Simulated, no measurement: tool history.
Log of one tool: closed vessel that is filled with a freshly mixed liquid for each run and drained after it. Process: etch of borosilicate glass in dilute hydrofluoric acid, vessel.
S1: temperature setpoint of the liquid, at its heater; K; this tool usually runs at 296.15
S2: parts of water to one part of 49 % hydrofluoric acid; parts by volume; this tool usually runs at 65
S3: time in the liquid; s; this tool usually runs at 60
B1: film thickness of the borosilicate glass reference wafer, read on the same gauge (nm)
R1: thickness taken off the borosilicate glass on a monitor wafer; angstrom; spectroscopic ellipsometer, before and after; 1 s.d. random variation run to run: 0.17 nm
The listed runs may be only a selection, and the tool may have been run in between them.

{"run": 1, "hour": 0.0, "S1": 296.15, "S2": 65, "S3": 85, "B1": 69.99, "R1": 468.3}
{"run": 2, "hour": 59.7, "S1": 296.15, "S2": 75, "S3": 85, "B1": 70.02, "R1": 401.1}
{"run": 3, "hour": 97.6, "S1": 296.15, "S2": 75, "S3": 85, "B1": 69.98, "R1": 398.8}
{"run": 4, "hour": 134.4, "S1": 296.15, "S2": 75, "S3": 85, "B1": 70, "R1": 400.1}
{"run": 5, "hour": 203.8, "S1": 296.15, "S2": 65, "S3": 60, "B1": 69.99, "R1": 329.8}
{"run": 6, "hour": 244.1, "S1": 296.15, "S2": 65, "S3": 60, "B1": 70, "R1": 325.5}
{"run": 7, "hour": 290.4, "S1": 296.15, "S2": 65, "S3": 60, "B1": 70.01, "R1": 330.1}
{"run": 8, "hour": 322.4, "S1": 296.15, "S2": 45, "S3": 60, "B1": 70.03, "R1": 483.8}
{"run": 9, "hour": 355.1, "S1": 296.15, "S2": 45, "S3": 60, "B1": 70.03, "R1": 485}
{"run": 10, "hour": 409.1, "S1": 296.15, "S2": 45, "S3": 60, "B1": 69.99, "R1": 486.1}
{"run": 11, "hour": 480.1, "S1": 296.15, "S2": 65, "S3": 60, "B1": 69.98, "R1": 325.2}
{"run": 12, "hour": 515.9, "S1": 296.15, "S2": 65, "S3": 60, "B1": 70.03, "R1": 327.3}
{"run": 13, "hour": 582.6, "S1": 293.65, "S2": 65, "S3": 30, "B1": 69.99, "R1": 147.2}
{"run": 14, "hour": 609.1, "S1": 300.65, "S2": 45, "S3": 30, "B1": 69.99, "R1": 291.5}
{"run": 15, "hour": 661.0, "S1": 299.65, "S2": 40, "S3": 80, "B1": 69.99, "R1": 837.4}
{"run": 16, "hour": 688.7, "S1": 296.15, "S2": 65, "S3": 90, "B1": 70.01, "R1": 486}
{"run": 17, "hour": 730.1, "S1": 299.15, "S2": 35, "S3": 50, "B1": 70.06, "R1": 588.7}
{"run": 18, "hour": 774.9, "S1": 296.15, "S2": 65, "S3": 60, "B1": 70, "R1": 322.2}
{"run": 19, "hour": 802.6, "S1": 298.65, "S2": 40, "S3": 95, "B1": 69.97, "R1": 946.7}
{"run": 20, "hour": 847.0, "S1": 298.15, "S2": 50, "S3": 90, "B1": 69.99, "R1": 692.9}
{"hour": 878.6, "done": "hydrofluoric acid flow meter replaced"}
{"run": 21, "hour": 910.3, "S1": 293.15, "S2": 65, "S3": 60, "B1": 70.01, "R1": 286.5}
{"run": 22, "hour": 960.3, "S1": 296.15, "S2": 65, "S3": 60, "B1": 70, "R1": 321.4}
{"hour": 973.1, "done": "gauge calibrated"}
{"hour": 1120.3, "done": "thermometer replaced"}
{"run": 23, "hour": 1121.1, "S1": 296.15, "S2": 65, "S3": 60, "B1": 69.97, "R1": 340.4}
{"run": 24, "hour": 1191.4, "S1": 294.15, "S2": 65, "S3": 40, "B1": 70.02, "R1": 208.3}

Run 25 is up next; what results do you expect?
{"run": 25, "hour": 1239.2, "S1": 296.15, "S2": 65, "S3": 60, "B1": "?", "R1": "?"}

For run 25 the tool returned B1 70.01, R1 337.8 angstrom.
Without the tool's hidden state the same run would have given R1 339.7 angstrom.
